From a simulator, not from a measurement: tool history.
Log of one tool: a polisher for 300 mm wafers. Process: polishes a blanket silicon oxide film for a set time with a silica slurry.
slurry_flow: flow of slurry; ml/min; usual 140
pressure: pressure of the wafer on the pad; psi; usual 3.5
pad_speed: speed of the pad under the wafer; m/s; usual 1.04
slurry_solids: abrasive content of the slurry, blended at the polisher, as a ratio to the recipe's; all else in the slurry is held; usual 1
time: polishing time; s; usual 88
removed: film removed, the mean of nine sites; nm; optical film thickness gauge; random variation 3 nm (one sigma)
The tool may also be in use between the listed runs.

run,hour,slurry_flow,pressure,pad_speed,slurry_solids,time,"incoming thickness of the incoming film, nm",removed
1,0,140,3.5,1.04,0.85,97,1004.6,260.8
2,45.7,140,3.5,1.04,0.85,97,1025.9,260.7
# hour 85.1: head pressure recalibrated
3,90.2,140,3.5,1.18,1,88,1004.8,272.2
4,142.4,140,3.5,1.18,1,88,1013.6,271.8
# hour 192.3: slurry blender recalibrated
5,206.9,140,3.5,1.18,1,88,1017.7,273.1
# hour 211.9: slurry nozzle cleaned
6,239.9,160,2.5,1.04,1.25,70,1029.5,161.6
7,306.5,140,4.3,1.04,1,117,1001,419
8,366.7,140,3.5,1.24,1,88,1024.3,287.4
# hour 396.6: worn pad replaced by a new one
9,397.3,140,3.5,1.04,1,105,1012.7,288.5
# hour 405.5: conditioning disc replaced and pad reconditioned
10,434.5,140,3.5,1.04,1,88,1015.6,247.2
11,476.6,140,3.5,1.04,1,88,1025.9,248.1
12,541.6,140,3.8,1.04,1,69,1029.7,207.5
# hour 563.4: slurry blender recalibrated
# hour 565: head pressure recalibrated
13,598.3,140,3.5,1.04,1,59,1006.7,165.2
14,652.8,140,3.5,1.04,1,88,1016.6,243.4
# hour 704.3: slurry nozzle cleaned
# hour 805.3: worn pad replaced by a new one
15,830.5,140,3.5,1.04,1.2,88,1025.1,264.9
16,856,175,4.1,1.04,1.2,65,1038.5,235.4
17,895.8,140,2.4,0.88,1,88,1026.1,148.8
# hour 934.6: slurry blender recalibrated
18,938.5,140,4.1,1.04,1,88,1031.6,289.9
# hour 984.8: conditioning disc replaced and pad reconditioned
19,985.3,140,2.4,0.8,0.8,88,1029.4,128.9
# hour 987.4: head pressure recalibrated
20,1048,140,3.5,1.04,1,72,1016.8,196
# hour 1096.6: slurry nozzle cleaned
21,1187.5,140,3.5,1.04,1,112,1016.8,334
22,1251.1,160,3.9,1.26,1.25,88,1037,362.4
23,1288.5,140,3.5,1.24,1.15,88,1011.1,297.6
# hour 1302.1: worn pad replaced by a new one
# hour 1316.1: slurry blender recalibrated
24,1352.3,180,3.5,1.04,0.75,88,1015.2,245.3

Forecast each of these 5 alternatives for the next run:
A,1352.8,140,3.5,1.2,1,88,1016.9,?
B,1352.8,140,4.5,1.04,1,88,1016.9,?
C,1352.8,120,4.1,0.82,1,101,1016.9,?
D,1352.8,140,3.5,1.04,1,61,1016.9,?
E,1352.8,140,2.7,0.76,1,88,1016.9,?

run,removed
A,274.6
B,315
C,260.9
D,169.8
E,147.1
Without the tool's hidden state the same runs would have given:
run,removed
A,290.5
B,333.2
C,278.6
D,179.6
E,155.6

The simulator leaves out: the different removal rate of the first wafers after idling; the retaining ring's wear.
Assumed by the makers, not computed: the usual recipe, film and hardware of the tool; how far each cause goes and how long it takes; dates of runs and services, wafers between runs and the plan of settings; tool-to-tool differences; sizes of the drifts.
